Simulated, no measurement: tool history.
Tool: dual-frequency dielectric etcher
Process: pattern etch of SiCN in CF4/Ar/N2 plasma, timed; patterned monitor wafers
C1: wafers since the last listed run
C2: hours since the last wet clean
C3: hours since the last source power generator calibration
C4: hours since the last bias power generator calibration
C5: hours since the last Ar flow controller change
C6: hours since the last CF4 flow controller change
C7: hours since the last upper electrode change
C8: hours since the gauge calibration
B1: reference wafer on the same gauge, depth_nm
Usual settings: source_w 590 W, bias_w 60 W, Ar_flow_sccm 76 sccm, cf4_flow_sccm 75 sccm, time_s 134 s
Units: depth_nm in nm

{"run": 1, "day": 0.0, "source_w": 500, "bias_w": 60, "Ar_flow_sccm": 76, "cf4_flow_sccm": 75, "time_s": 134, "C1": 0, "C2": 416.6, "C3": 2009.5, "C4": 3196.5, "C5": 1175.5, "C6": 1638.9, "C7": 3938.1, "C8": 147, "B1": 155, "depth_nm": 143.4}
{"run": 2, "day": 1.129, "source_w": 500, "bias_w": 60, "Ar_flow_sccm": 76, "cf4_flow_sccm": 75, "time_s": 134, "C1": 338, "C2": 443.7, "C3": 2036.6, "C4": 3223.6, "C5": 1202.6, "C6": 1666, "C7": 3965.2, "C8": 174.1, "B1": 154.8, "depth_nm": 142.6}
{"run": 3, "day": 1.875, "source_w": 590, "bias_w": 60, "Ar_flow_sccm": 76, "cf4_flow_sccm": 75, "time_s": 134, "C1": 223, "C2": 461.6, "C3": 2054.5, "C4": 3241.5, "C5": 1220.5, "C6": 1683.9, "C7": 3983.1, "C8": 192, "B1": 155, "depth_nm": 156.7}
{"run": 4, "day": 2.388, "source_w": 590, "bias_w": 60, "Ar_flow_sccm": 76, "cf4_flow_sccm": 75, "time_s": 134, "C1": 153, "C2": 473.9, "C3": 2066.8, "C4": 3253.8, "C5": 1232.8, "C6": 1696.2, "C7": 3995.4, "C8": 204.3, "B1": 154.7, "depth_nm": 156.4}
{"run": 5, "day": 3.396, "source_w": 590, "bias_w": 60, "Ar_flow_sccm": 76, "cf4_flow_sccm": 75, "time_s": 134, "C1": 302, "C2": 498.1, "C3": 2091, "C4": 3278, "C5": 1257, "C6": 1720.4, "C7": 4019.6, "C8": 228.5, "B1": 155.1, "depth_nm": 155.2}
{"run": 6, "day": 4.242, "source_w": 590, "bias_w": 70, "Ar_flow_sccm": 76, "cf4_flow_sccm": 75, "time_s": 134, "C1": 253, "C2": 518.4, "C3": 2111.3, "C4": 3298.3, "C5": 1277.3, "C6": 1740.7, "C7": 4039.9, "C8": 248.8, "B1": 154.9, "depth_nm": 165}
{"day": 5.3, "done": "upper electrode replaced"}
{"run": 7, "day": 5.321, "source_w": 590, "bias_w": 70, "Ar_flow_sccm": 76, "cf4_flow_sccm": 75, "time_s": 134, "C1": 23, "C2": 544.3, "C3": 2137.2, "C4": 3324.2, "C5": 1303.2, "C6": 1766.6, "C7": 0.5, "C8": 274.7, "B1": 155.2, "depth_nm": 166.4}
{"run": 8, "day": 6.588, "source_w": 630, "bias_w": 60, "Ar_flow_sccm": 76, "cf4_flow_sccm": 75, "time_s": 134, "C1": 379, "C2": 574.7, "C3": 2167.6, "C4": 3354.6, "C5": 1333.6, "C6": 1797, "C7": 30.9, "C8": 305.1, "B1": 155.2, "depth_nm": 160.6}
{"day": 7.254, "done": "gauge calibrated"}
{"run": 9, "day": 8.058, "source_w": 480, "bias_w": 48, "Ar_flow_sccm": 76, "cf4_flow_sccm": 75, "time_s": 134, "C1": 441, "C2": 610, "C3": 2202.9, "C4": 3389.9, "C5": 1368.9, "C6": 1832.3, "C7": 66.2, "C8": 19.3, "B1": 155.1, "depth_nm": 130.7}
{"day": 8.804, "done": "source power generator calibrated"}
{"run": 10, "day": 9.179, "source_w": 590, "bias_w": 60, "Ar_flow_sccm": 76, "cf4_flow_sccm": 75, "time_s": 134, "C1": 286, "C2": 636.9, "C3": 9, "C4": 3416.8, "C5": 1395.8, "C6": 1859.2, "C7": 93.1, "C8": 46.2, "B1": 155, "depth_nm": 155.4}
{"run": 11, "day": 9.829, "source_w": 590, "bias_w": 60, "Ar_flow_sccm": 76, "cf4_flow_sccm": 75, "time_s": 165, "C1": 194, "C2": 652.5, "C3": 24.6, "C4": 3432.4, "C5": 1411.4, "C6": 1874.8, "C7": 108.7, "C8": 61.8, "B1": 155.1, "depth_nm": 193.5}
{"day": 10.279, "done": "CF4 flow controller replaced"}
{"run": 12, "day": 10.362, "source_w": 590, "bias_w": 49, "Ar_flow_sccm": 76, "cf4_flow_sccm": 75, "time_s": 134, "C1": 84, "C2": 665.3, "C3": 37.4, "C4": 3445.2, "C5": 1424.2, "C6": 2, "C7": 121.5, "C8": 74.6, "B1": 155, "depth_nm": 144.6}
{"day": 11.967, "done": "bias power generator calibrated"}
{"day": 12.167, "done": "wet clean of the chamber"}
{"day": 12.233, "done": "Ar flow controller replaced"}
{"run": 13, "day": 12.475, "source_w": 590, "bias_w": 60, "Ar_flow_sccm": 94, "cf4_flow_sccm": 75, "time_s": 117, "C1": 503, "C2": 7.4, "C3": 88.1, "C4": 12.2, "C5": 5.8, "C6": 52.7, "C7": 172.2, "C8": 125.3, "B1": 155.3, "depth_nm": 130.7}
{"run": 14, "day": 13.725, "source_w": 590, "bias_w": 60, "Ar_flow_sccm": 76, "cf4_flow_sccm": 75, "time_s": 134, "C1": 374, "C2": 37.4, "C3": 118.1, "C4": 42.2, "C5": 35.8, "C6": 82.7, "C7": 202.2, "C8": 155.3, "B1": 154.8, "depth_nm": 158}
{"run": 15, "day": 14.642, "source_w": 590, "bias_w": 60, "Ar_flow_sccm": 76, "cf4_flow_sccm": 75, "time_s": 134, "C1": 274, "C2": 59.4, "C3": 140.1, "C4": 64.2, "C5": 57.8, "C6": 104.7, "C7": 224.2, "C8": 177.3, "B1": 155, "depth_nm": 156.5}
{"run": 16, "day": 15.429, "source_w": 450, "bias_w": 69, "Ar_flow_sccm": 92, "cf4_flow_sccm": 75, "time_s": 134, "C1": 236, "C2": 78.3, "C3": 159, "C4": 83.1, "C5": 76.7, "C6": 123.6, "C7": 243.1, "C8": 196.2, "B1": 154.9, "depth_nm": 139.2}

The tool's hidden state at each run:
etch rate over this chamber's usual, %: 0 in every run
source power that arrives over what is set, %: 0 in every run
bias power that arrives over what is set, %: 0 in every run
Ar flow that arrives over what is set, %: 0 in every run
CF4 flow that arrives over what is set, %: 0 in every run
gauge reads high (%): 0 in every run

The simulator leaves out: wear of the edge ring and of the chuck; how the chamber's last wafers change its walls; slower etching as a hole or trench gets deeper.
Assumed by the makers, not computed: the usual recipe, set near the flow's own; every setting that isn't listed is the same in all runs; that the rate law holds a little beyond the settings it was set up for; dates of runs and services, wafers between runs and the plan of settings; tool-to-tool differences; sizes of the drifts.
